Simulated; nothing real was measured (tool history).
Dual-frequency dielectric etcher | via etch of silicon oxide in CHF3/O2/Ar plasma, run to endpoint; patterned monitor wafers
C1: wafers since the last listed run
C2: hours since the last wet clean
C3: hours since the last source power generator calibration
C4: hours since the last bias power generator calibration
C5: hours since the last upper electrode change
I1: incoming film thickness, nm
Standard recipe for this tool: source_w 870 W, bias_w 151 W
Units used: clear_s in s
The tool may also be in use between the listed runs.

{"run": 1, "hour": 0.0, "source_w": 970, "bias_w": 151, "C1": 0, "C2": 368.3, "C3": 3104.4, "C4": 2128.1, "C5": 1084.6, "I1": 577.8, "clear_s": 251.1}
{"run": 2, "hour": 46.3, "source_w": 970, "bias_w": 151, "C1": 254, "C2": 414.6, "C3": 3150.7, "C4": 2174.4, "C5": 1130.9, "I1": 576.4, "clear_s": 246.9}
{"run": 3, "hour": 71.6, "source_w": 870, "bias_w": 151, "C1": 138, "C2": 439.9, "C3": 3176, "C4": 2199.7, "C5": 1156.2, "I1": 568.8, "clear_s": 253.9}
{"run": 4, "hour": 117.3, "source_w": 870, "bias_w": 160, "C1": 250, "C2": 485.6, "C3": 3221.7, "C4": 2245.4, "C5": 1201.9, "I1": 581.8, "clear_s": 251.5}
{"hour": 142.2, "done": "wet clean of the chamber"}
{"run": 5, "hour": 145.8, "source_w": 870, "bias_w": 160, "C1": 24, "C2": 3.6, "C3": 3250.2, "C4": 2273.9, "C5": 1230.4, "I1": 584.4, "clear_s": 268.6}
{"run": 6, "hour": 173.5, "source_w": 820, "bias_w": 138, "C1": 152, "C2": 31.3, "C3": 3277.9, "C4": 2301.6, "C5": 1258.1, "I1": 579.5, "clear_s": 282.2}
{"run": 7, "hour": 207.9, "source_w": 820, "bias_w": 138, "C1": 188, "C2": 65.7, "C3": 3312.3, "C4": 2336, "C5": 1292.5, "I1": 580.2, "clear_s": 282.1}
{"hour": 216.5, "done": "source power generator calibrated"}
{"run": 8, "hour": 260.7, "source_w": 820, "bias_w": 138, "C1": 267, "C2": 118.5, "C3": 44.2, "C4": 2388.8, "C5": 1345.3, "I1": 579.5, "clear_s": 282.7}
{"run": 9, "hour": 320.0, "source_w": 870, "bias_w": 151, "C1": 325, "C2": 177.8, "C3": 103.5, "C4": 2448.1, "C5": 1404.6, "I1": 582.6, "clear_s": 268.3}
{"run": 10, "hour": 364.5, "source_w": 870, "bias_w": 151, "C1": 244, "C2": 222.3, "C3": 148, "C4": 2492.6, "C5": 1449.1, "I1": 584.3, "clear_s": 265.7}
{"run": 11, "hour": 410.3, "source_w": 870, "bias_w": 151, "C1": 251, "C2": 268.1, "C3": 193.8, "C4": 2538.4, "C5": 1494.9, "I1": 579.6, "clear_s": 265}
{"run": 12, "hour": 448.2, "source_w": 1000, "bias_w": 122, "C1": 208, "C2": 306, "C3": 231.7, "C4": 2576.3, "C5": 1532.8, "I1": 579.2, "clear_s": 266.6}
{"run": 13, "hour": 480.8, "source_w": 1000, "bias_w": 122, "C1": 179, "C2": 338.6, "C3": 264.3, "C4": 2608.9, "C5": 1565.4, "I1": 579.9, "clear_s": 263.4}
{"run": 14, "hour": 514.0, "source_w": 870, "bias_w": 114, "C1": 182, "C2": 371.8, "C3": 297.5, "C4": 2642.1, "C5": 1598.6, "I1": 581.3, "clear_s": 288.3}
{"run": 15, "hour": 560.8, "source_w": 790, "bias_w": 164, "C1": 257, "C2": 418.6, "C3": 344.3, "C4": 2688.9, "C5": 1645.4, "I1": 579.2, "clear_s": 264.6}
{"hour": 639.1, "done": "wet clean of the chamber"}
{"run": 16, "hour": 639.6, "source_w": 1070, "bias_w": 181, "C1": 300, "C2": 0.5, "C3": 423.1, "C4": 2767.7, "C5": 1724.2, "I1": 582.4, "clear_s": 237.2}
{"run": 17, "hour": 685.7, "source_w": 760, "bias_w": 151, "C1": 253, "C2": 46.6, "C3": 469.2, "C4": 2813.8, "C5": 1770.3, "I1": 579.9, "clear_s": 281.3}
{"run": 18, "hour": 717.4, "source_w": 980, "bias_w": 184, "C1": 174, "C2": 78.3, "C3": 500.9, "C4": 2845.5, "C5": 1802, "I1": 576.8, "clear_s": 238.8}
{"run": 19, "hour": 766.6, "source_w": 1020, "bias_w": 137, "C1": 270, "C2": 127.5, "C3": 550.1, "C4": 2894.7, "C5": 1851.2, "I1": 577.9, "clear_s": 258.3}
{"hour": 781.0, "done": "bias power generator calibrated"}
{"run": 20, "hour": 821.5, "source_w": 1080, "bias_w": 167, "C1": 279, "C2": 182.4, "C3": 605, "C4": 40.5, "C5": 1906.1, "I1": 578.1, "clear_s": 235.8}
{"run": 21, "hour": 859.1, "source_w": 870, "bias_w": 175, "C1": 206, "C2": 220, "C3": 642.6, "C4": 78.1, "C5": 1943.7, "I1": 581.8, "clear_s": 254.6}
{"run": 22, "hour": 924.7, "source_w": 720, "bias_w": 137, "C1": 360, "C2": 285.6, "C3": 708.2, "C4": 143.7, "C5": 2009.3, "I1": 578, "clear_s": 290.6}

Run 23 is up next; what results do you expect?
{"hour": 948.8, "done": "upper electrode replaced"}
{"run": 23, "hour": 957.6, "source_w": 1060, "bias_w": 179, "C1": 48, "C2": 318.5, "C3": 741.1, "C4": 176.6, "C5": 8.8, "I1": 574.9, "clear_s": "?"}

clear_s: 227 s
Take away the tool's hidden state, keep the run-to-run variation as it was, and the same run would have given clear_s 235.7 s.
